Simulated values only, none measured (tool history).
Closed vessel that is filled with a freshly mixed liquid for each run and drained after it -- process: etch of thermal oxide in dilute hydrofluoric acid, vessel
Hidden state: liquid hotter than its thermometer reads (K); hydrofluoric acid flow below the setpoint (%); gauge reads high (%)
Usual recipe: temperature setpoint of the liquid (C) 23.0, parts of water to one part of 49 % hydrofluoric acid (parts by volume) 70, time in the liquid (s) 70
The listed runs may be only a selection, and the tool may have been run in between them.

run	hour	temperature setpoint of the liquid (C)	parts of water to one part of 49 % hydrofluoric acid (parts by volume)	time in the liquid (s)	wafers since the last listed run	hours since the thermometer was replaced	hours since the hydrofluoric acid flow meter was replaced	hours since the gauge calibration	read-back film thickness of the thermal oxide reference wafer, read on the same gauge (nm)	thickness taken off the thermal oxide on a monitor wafer (angstrom)
1	0.0	26.5	70	70	0	299.5	487.9	1303.1	59.975	59.19
# hour 178.1: hydrofluoric acid flow meter replaced
2	191.7	26.5	70	70	15610	491.2	13.6	1494.8	59.995	58.65
3	299.2	23.0	70	70	8799	598.7	121.1	1602.3	59.993	51.81
4	389.6	23.0	70	70	7400	689.1	211.5	1692.7	60.047	51.55
5	432.6	23.0	90	70	3519	732.1	254.5	1735.7	60.018	40.15
6	504.9	19.5	70	70	5918	804.4	326.8	1808.0	59.987	45.78
7	576.2	19.5	70	70	5836	875.7	398.1	1879.3	60.006	46.41
8	644.9	23.0	70	70	5623	944.4	466.8	1948.0	60.022	53.62
9	739.3	23.0	70	70	7727	1038.8	561.2	2042.4	59.995	53.99
10	825.8	23.0	70	70	7080	1125.3	647.7	2128.9	60.008	53.68
# hour 848.0: hydrofluoric acid flow meter replaced
11	869.8	23.0	70	90	3519	1169.3	21.8	2172.9	59.972	70.25
12	920.8	23.0	70	90	4174	1220.3	72.8	2223.9	60.044	71.21
# hour 993.1: thermometer replaced
13	1136.0	23.0	70	90	17534	142.9	288.0	2439.1	59.950	64.22
14	1177.8	23.0	70	45	3421	184.7	329.8	2480.9	60.000	32.28
15	1280.1	23.0	70	45	8374	287.0	432.1	2583.2	59.973	32.96
16	1344.3	25.0	70	70	5255	351.2	496.3	2647.4	60.009	55.84
# hour 1371.5: gauge calibrated
# hour 1410.5: hydrofluoric acid flow meter replaced
17	1434.5	19.5	70	70	7301	441.4	24.0	63.0	59.976	44.47
18	1508.1	28.0	70	55	6024	515.0	97.6	136.6	60.037	49.90
19	1593.2	23.0	70	70	6966	600.1	182.7	221.7	59.971	52.57
20	1681.0	24.5	70	70	7187	687.9	270.5	309.5	59.977	56.42
21	1784.7	23.0	70	70	8488	791.6	374.2	413.2	60.010	53.31
22	2086.4	23.0	50	70	24696	1093.3	675.9	714.9	60.011	79.16
# hour 2120.9: hydrofluoric acid flow meter replaced
# hour 2173.6: thermometer replaced
23	2178.2	24.5	70	100	7350	4.6	57.3	806.7	59.978	74.34
24	2217.0	23.0	70	70	3176	43.4	96.1	845.5	60.019	49.64
25	2290.0	23.0	70	70	5975	116.4	169.1	918.5	60.010	49.55
26	2346.6	23.0	70	110	4633	173.0	225.7	975.1	59.996	78.08
27	2418.7	26.5	40	35	5901	245.1	297.8	1047.2	59.989	53.48
28	2462.9	24.5	40	90	3618	289.3	342.0	1091.4	60.004	125.09
29	2577.7	23.0	95	70	9397	404.1	456.8	1206.2	59.989	36.59
30	2671.5	25.5	80	40	7678	497.9	550.6	1300.0	60.020	28.14
# hour 2697.7: hydrofluoric acid flow meter replaced
31	2777.2	21.5	60	70	8570	603.6	79.5	1405.7	59.989	57.27
32	2841.8	25.5	55	70	5288	668.2	144.1	1470.3	60.009	75.07
33	2932.1	25.5	60	70	7391	758.5	234.4	1560.6	60.027	68.46
34	3038.0	20.0	70	90	8668	864.4	340.3	1666.5	60.015	59.51

Each row is a separate what-if for the run after 34, all from the same tool condition, not one after another. Results?
A	3038.7	23.0	100	70	57	865.1	341.0	1667.2	?	?
B	3038.7	20.5	40	70	57	865.1	341.0	1667.2	?	?
C	3038.7	21.5	70	50	57	865.1	341.0	1667.2	?	?

run	read-back film thickness of the thermal oxide reference wafer, read on the same gauge (nm)	thickness taken off the thermal oxide on a monitor wafer (angstrom)
A	60.004	35.53
B	60.004	86.61
C	60.004	35.46
With no hidden state in the tool, these same runs would have given:
run	thickness taken off the thermal oxide on a monitor wafer (angstrom)
A	33.10
B	80.29
C	32.95
